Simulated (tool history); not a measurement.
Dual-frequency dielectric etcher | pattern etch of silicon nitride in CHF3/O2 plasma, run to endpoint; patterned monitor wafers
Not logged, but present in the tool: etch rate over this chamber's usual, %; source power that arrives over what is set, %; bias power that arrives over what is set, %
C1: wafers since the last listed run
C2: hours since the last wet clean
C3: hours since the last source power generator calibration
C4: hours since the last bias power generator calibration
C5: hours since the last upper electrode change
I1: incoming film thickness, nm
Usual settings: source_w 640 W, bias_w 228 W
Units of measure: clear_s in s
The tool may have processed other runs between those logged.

run 1 hour=0.0 | source_w=640 bias_w=228 | C1=0 C2=72.4 C3=3522.5 C4=2341.0 C5=1391.7 | I1=109.8 | clear_s=69.2
run 2 hour=57.5 | source_w=640 bias_w=228 | C1=539 C2=129.9 C3=3580.0 C4=2398.5 C5=1449.2 | I1=109.5 | clear_s=69.1
run 3 hour=208.5 | source_w=640 bias_w=228 | C1=1415 C2=280.9 C3=3731.0 C4=2549.5 C5=1600.2 | I1=109.2 | clear_s=67.7
run 4 hour=285.6 | source_w=640 bias_w=228 | C1=722 C2=358.0 C3=3808.1 C4=2626.6 C5=1677.3 | I1=111.0 | clear_s=68.8
run 5 hour=344.1 | source_w=640 bias_w=228 | C1=548 C2=416.5 C3=3866.6 C4=2685.1 C5=1735.8 | I1=109.9 | clear_s=67.8
run 6 hour=443.4 | source_w=640 bias_w=228 | C1=930 C2=515.8 C3=3965.9 C4=2784.4 C5=1835.1 | I1=110.4 | clear_s=67.9
run 7 hour=490.4 | source_w=640 bias_w=207 | C1=440 C2=562.8 C3=4012.9 C4=2831.4 C5=1882.1 | I1=110.3 | clear_s=69.5
-- hour=539.2 wet clean of the chamber
-- hour=585.5 source power generator calibrated
run 8 hour=588.6 | source_w=640 bias_w=207 | C1=658 C2=49.4 C3=3.1 C4=2929.6 C5=1980.3 | I1=110.6 | clear_s=71.5
run 9 hour=671.6 | source_w=720 bias_w=249 | C1=778 C2=132.4 C3=86.1 C4=3012.6 C5=2063.3 | I1=110.8 | clear_s=64.1
run 10 hour=736.4 | source_w=700 bias_w=203 | C1=607 C2=197.2 C3=150.9 C4=3077.4 C5=2128.1 | I1=109.1 | clear_s=67.9
run 11 hour=777.5 | source_w=600 bias_w=228 | C1=385 C2=238.3 C3=192.0 C4=3118.5 C5=2169.2 | I1=109.2 | clear_s=68.7
-- hour=825.0 upper electrode replaced, of another model than before
run 12 hour=853.4 | source_w=640 bias_w=267 | C1=486 C2=314.2 C3=267.9 C4=3194.4 C5=28.4 | I1=110.2 | clear_s=62.0
run 13 hour=905.2 | source_w=570 bias_w=211 | C1=485 C2=366.0 C3=319.7 C4=3246.2 C5=80.2 | I1=111.8 | clear_s=75.8
run 14 hour=987.4 | source_w=640 bias_w=228 | C1=770 C2=448.2 C3=401.9 C4=3328.4 C5=162.4 | I1=111.0 | clear_s=67.6
run 15 hour=1047.9 | source_w=640 bias_w=174 | C1=567 C2=508.7 C3=462.4 C4=3388.9 C5=222.9 | I1=110.5 | clear_s=78.3
-- hour=1104.0 wet clean of the chamber
-- hour=1155.1 bias power generator calibrated
run 16 hour=1337.6 | source_w=600 bias_w=284 | C1=2453 C2=233.6 C3=752.1 C4=182.5 C5=512.6 | I1=109.8 | clear_s=62.6
run 17 hour=1398.4 | source_w=710 bias_w=280 | C1=569 C2=294.4 C3=812.9 C4=243.3 C5=573.4 | I1=110.2 | clear_s=58.3
run 18 hour=1442.7 | source_w=640 bias_w=228 | C1=415 C2=338.7 C3=857.2 C4=287.6 C5=617.7 | I1=109.7 | clear_s=68.5
run 19 hour=1514.1 | source_w=690 bias_w=228 | C1=669 C2=410.1 C3=928.6 C4=359.0 C5=689.1 | I1=110.3 | clear_s=65.9
run 20 hour=1597.2 | source_w=530 bias_w=176 | C1=779 C2=493.2 C3=1011.7 C4=442.1 C5=772.2 | I1=110.2 | clear_s=86.2
run 21 hour=1644.4 | source_w=750 bias_w=281 | C1=442 C2=540.4 C3=1058.9 C4=489.3 C5=819.4 | I1=110.4 | clear_s=56.0
run 22 hour=1680.9 | source_w=790 bias_w=200 | C1=342 C2=576.9 C3=1095.4 C4=525.8 C5=855.9 | I1=111.5 | clear_s=65.9

3 options for the next run, each taken on its own from the tool as it stands now. Forecast them:
run A hour=1681.3 | source_w=520 bias_w=228 | C1=3 C2=577.3 C3=1095.8 C4=526.2 C5=856.3 | I1=110.7 | clear_s=?
run B hour=1681.3 | source_w=530 bias_w=269 | C1=3 C2=577.3 C3=1095.8 C4=526.2 C5=856.3 | I1=110.7 | clear_s=?
run C hour=1681.3 | source_w=770 bias_w=258 | C1=3 C2=577.3 C3=1095.8 C4=526.2 C5=856.3 | I1=110.7 | clear_s=?

run=A clear_s=75.2
run=B clear_s=68.0
run=C clear_s=58.0
Take away the tool's hidden state, keep each run's random variation, and the runs would have read:
run=A clear_s=77.9
run=B clear_s=70.5
run=C clear_s=60.0
